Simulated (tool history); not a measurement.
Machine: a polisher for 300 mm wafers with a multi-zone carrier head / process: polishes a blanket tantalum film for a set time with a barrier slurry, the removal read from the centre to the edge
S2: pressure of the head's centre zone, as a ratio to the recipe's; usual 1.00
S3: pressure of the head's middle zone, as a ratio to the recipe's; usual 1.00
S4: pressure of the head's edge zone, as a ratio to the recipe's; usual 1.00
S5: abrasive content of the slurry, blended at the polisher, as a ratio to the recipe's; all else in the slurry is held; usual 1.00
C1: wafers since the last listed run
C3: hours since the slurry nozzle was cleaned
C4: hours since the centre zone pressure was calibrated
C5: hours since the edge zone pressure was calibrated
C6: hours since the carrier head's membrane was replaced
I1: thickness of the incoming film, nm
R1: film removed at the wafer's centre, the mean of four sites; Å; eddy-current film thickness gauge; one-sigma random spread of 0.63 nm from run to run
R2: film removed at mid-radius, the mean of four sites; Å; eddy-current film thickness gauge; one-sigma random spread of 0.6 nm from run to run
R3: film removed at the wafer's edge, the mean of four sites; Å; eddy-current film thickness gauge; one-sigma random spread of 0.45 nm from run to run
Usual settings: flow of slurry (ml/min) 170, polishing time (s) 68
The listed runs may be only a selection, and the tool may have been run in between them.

Run 1, hour 0.0: usual settings; C1 0; wafers polished on this pad 435; C3 732.1; C4 282.6; C5 106.0; C6 1112.0; I1 211.7. Result: R1 585 Å, R2 577 Å, R3 570 Å.
Run 2, hour 28.9: usual settings but S2 0.95; C1 192; wafers polished on this pad 627; C3 761.0; C4 311.5; C5 134.9; C6 1140.9; I1 209.3. Result: R1 548 Å, R2 577 Å, R3 579 Å.
Run 3, hour 57.8: usual settings but S2 0.93; C1 192; wafers polished on this pad 819; C3 789.9; C4 340.4; C5 163.8; C6 1169.8; I1 208.7. Result: R1 541 Å, R2 581 Å, R3 575 Å.
At hour 80.9: slurry nozzle cleaned.
Run 4, hour 123.7: usual settings; C1 431; wafers polished on this pad 1250; C3 42.8; C4 406.3; C5 229.7; C6 1235.7; I1 207.1. Result: R1 600 Å, R2 579 Å, R3 583 Å.
Run 5, hour 210.6: usual settings; C1 577; wafers polished on this pad 1828; C3 129.7; C4 493.2; C5 316.6; C6 1322.6; I1 212.0. Result: R1 601 Å, R2 590 Å, R3 578 Å.
Run 6, hour 235.2: usual settings but flow of slurry (ml/min) 205, S2 0.96, S3 0.91, polishing time (s) 59; C1 163; wafers polished on this pad 1991; C3 154.3; C4 517.8; C5 341.2; C6 1347.2; I1 207.2. Result: R1 517 Å, R2 477 Å, R3 514 Å.
At hour 273.1: centre zone pressure recalibrated.
Run 7, hour 283.7: usual settings but flow of slurry (ml/min) 130; C1 309; wafers polished on this pad 2301; C3 202.8; C4 10.6; C5 389.7; C6 1395.7; I1 209.2. Result: R1 553 Å, R2 559 Å, R3 561 Å.
Run 8, hour 309.4: usual settings; C1 170; wafers polished on this pad 2471; C3 228.5; C4 36.3; C5 415.4; C6 1421.4; I1 212.9. Result: R1 570 Å, R2 578 Å, R3 581 Å.
Run 9, hour 335.6: usual settings but S3 1.08, S4 1.11, S5 1.20, polishing time (s) 87; C1 174; wafers polished on this pad 2646; C3 254.7; C4 62.5; C5 441.6; C6 1447.6; I1 214.0. Result: R1 766 Å, R2 820 Å, R3 824 Å.
At hour 342.2: carrier head's membrane replaced by a new one.
Run 10, hour 371.2: usual settings but flow of slurry (ml/min) 200, S3 0.96; C1 203; wafers polished on this pad 2849; C3 290.3; C4 98.1; C5 477.2; C6 29.0; I1 211.2. Result: R1 590 Å, R2 572 Å, R3 594 Å.
At hour 395.8: edge zone pressure recalibrated.
At hour 441.6: worn pad replaced by a new one.
Run 11, hour 442.1: usual settings; C1 431; wafers polished on this pad 3; C3 361.2; C4 169.0; C5 46.3; C6 99.9; I1 211.9. Result: R1 558 Å, R2 578 Å, R3 588 Å.
Run 12, hour 488.8: usual settings but S5 0.75, polishing time (s) 86; C1 310; wafers polished on this pad 313; C3 407.9; C4 215.7; C5 93.0; C6 146.6; I1 206.5. Result: R1 662 Å, R2 671 Å, R3 668 Å.

Run 13 is up next; what results do you expect?
Run 13, hour 532.3: usual settings but S4 1.06, S5 0.70; C1 289; wafers polished on this pad 602; C3 451.4; C4 259.2; C5 136.5; C6 190.1; I1 207.5. Result: R1 ?, R2 ?, R3 ?.

Logged for run 13: R1 508 Å, R2 514 Å, R3 526 Å.
Minus the tool's unlogged condition, the same run would have read R1 496 Å, R2 514 Å, R3 526 Å.

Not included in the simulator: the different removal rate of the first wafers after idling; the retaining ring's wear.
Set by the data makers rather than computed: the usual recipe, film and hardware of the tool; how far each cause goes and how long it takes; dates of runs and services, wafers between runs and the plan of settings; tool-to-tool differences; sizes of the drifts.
